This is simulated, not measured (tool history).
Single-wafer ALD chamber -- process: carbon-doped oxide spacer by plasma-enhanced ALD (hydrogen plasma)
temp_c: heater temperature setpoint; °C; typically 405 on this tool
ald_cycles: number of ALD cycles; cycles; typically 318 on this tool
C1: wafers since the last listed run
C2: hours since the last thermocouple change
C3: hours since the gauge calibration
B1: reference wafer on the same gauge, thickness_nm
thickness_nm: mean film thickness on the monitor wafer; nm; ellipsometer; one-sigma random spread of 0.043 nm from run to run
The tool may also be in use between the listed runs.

run 1 day=0.000 | temp_c=405 ald_cycles=318 | C1=0 C2=1330.0 C3=179.7 | B1=15.502 | thickness_nm=17.195
run 2 day=0.283 | temp_c=405 ald_cycles=318 | C1=5 C2=1336.8 C3=186.5 | B1=15.492 | thickness_nm=17.210
run 3 day=0.971 | temp_c=405 ald_cycles=318 | C1=14 C2=1353.3 C3=203.0 | B1=15.497 | thickness_nm=17.223
-- day=1.104 gauge calibrated
run 4 day=1.321 | temp_c=395 ald_cycles=300 | C1=7 C2=1361.7 C3=5.2 | B1=15.511 | thickness_nm=16.441
run 5 day=2.062 | temp_c=405 ald_cycles=318 | C1=15 C2=1379.5 C3=23.0 | B1=15.501 | thickness_nm=17.195
run 6 day=2.717 | temp_c=405 ald_cycles=318 | C1=13 C2=1395.2 C3=38.7 | B1=15.502 | thickness_nm=17.187
run 7 day=3.442 | temp_c=405 ald_cycles=318 | C1=14 C2=1412.6 C3=56.1 | B1=15.499 | thickness_nm=17.181
run 8 day=4.138 | temp_c=405 ald_cycles=318 | C1=14 C2=1429.3 C3=72.8 | B1=15.495 | thickness_nm=17.232
-- day=4.750 thermocouple changed; heater temperature recalibrated
run 9 day=4.771 | temp_c=405 ald_cycles=318 | C1=6 C2=0.5 C3=88.0 | B1=15.504 | thickness_nm=17.196
run 10 day=4.846 | temp_c=405 ald_cycles=284 | C1=1 C2=2.3 C3=89.8 | B1=15.500 | thickness_nm=15.433
run 11 day=5.138 | temp_c=405 ald_cycles=318 | C1=5 C2=9.3 C3=96.8 | B1=15.493 | thickness_nm=17.174
run 12 day=5.838 | temp_c=414 ald_cycles=290 | C1=14 C2=26.1 C3=113.6 | B1=15.497 | thickness_nm=15.218
run 13 day=6.396 | temp_c=401 ald_cycles=368 | C1=11 C2=39.5 C3=127.0 | B1=15.506 | thickness_nm=20.258
run 14 day=7.946 | temp_c=393 ald_cycles=293 | C1=31 C2=76.7 C3=164.2 | B1=15.497 | thickness_nm=16.041
-- day=7.996 gauge calibrated
run 15 day=8.254 | temp_c=405 ald_cycles=318 | C1=6 C2=84.1 C3=6.2 | B1=15.493 | thickness_nm=17.187
run 16 day=8.817 | temp_c=405 ald_cycles=318 | C1=11 C2=97.6 C3=19.7 | B1=15.500 | thickness_nm=17.113
run 17 day=11.017 | temp_c=393 ald_cycles=335 | C1=44 C2=150.4 C3=72.5 | B1=15.504 | thickness_nm=18.362
run 18 day=11.458 | temp_c=396 ald_cycles=318 | C1=8 C2=161.0 C3=83.1 | B1=15.494 | thickness_nm=17.444
run 19 day=11.929 | temp_c=393 ald_cycles=380 | C1=9 C2=172.3 C3=94.4 | B1=15.509 | thickness_nm=20.819
run 20 day=12.342 | temp_c=396 ald_cycles=342 | C1=8 C2=182.2 C3=104.3 | B1=15.512 | thickness_nm=18.785
run 21 day=12.750 | temp_c=410 ald_cycles=318 | C1=8 C2=192.0 C3=114.1 | B1=15.503 | thickness_nm=16.896
run 22 day=13.479 | temp_c=410 ald_cycles=286 | C1=14 C2=209.5 C3=131.6 | B1=15.505 | thickness_nm=15.221
run 23 day=13.738 | temp_c=405 ald_cycles=318 | C1=5 C2=215.7 C3=137.8 | B1=15.514 | thickness_nm=17.186

Predict each of these 4 candidate next runs independently; none follows another, all start after run 23:
run A day=13.775 | temp_c=405 ald_cycles=283 | C1=0 C2=216.6 C3=138.7 | B1=? | thickness_nm=?
run B day=13.775 | temp_c=405 ald_cycles=261 | C1=0 C2=216.6 C3=138.7 | B1=? | thickness_nm=?
run C day=13.775 | temp_c=415 ald_cycles=318 | C1=0 C2=216.6 C3=138.7 | B1=? | thickness_nm=?
run D day=13.775 | temp_c=395 ald_cycles=301 | C1=0 C2=216.6 C3=138.7 | B1=? | thickness_nm=?

run=A B1=15.495 thickness_nm=15.293
run=B B1=15.495 thickness_nm=14.104
run=C B1=15.495 thickness_nm=16.625
run=D B1=15.495 thickness_nm=16.514
Stripped of hidden state, with their random variation kept, the same runs would have yielded:
run=A thickness_nm=15.293
run=B thickness_nm=14.104
run=C thickness_nm=16.625
run=D thickness_nm=16.514
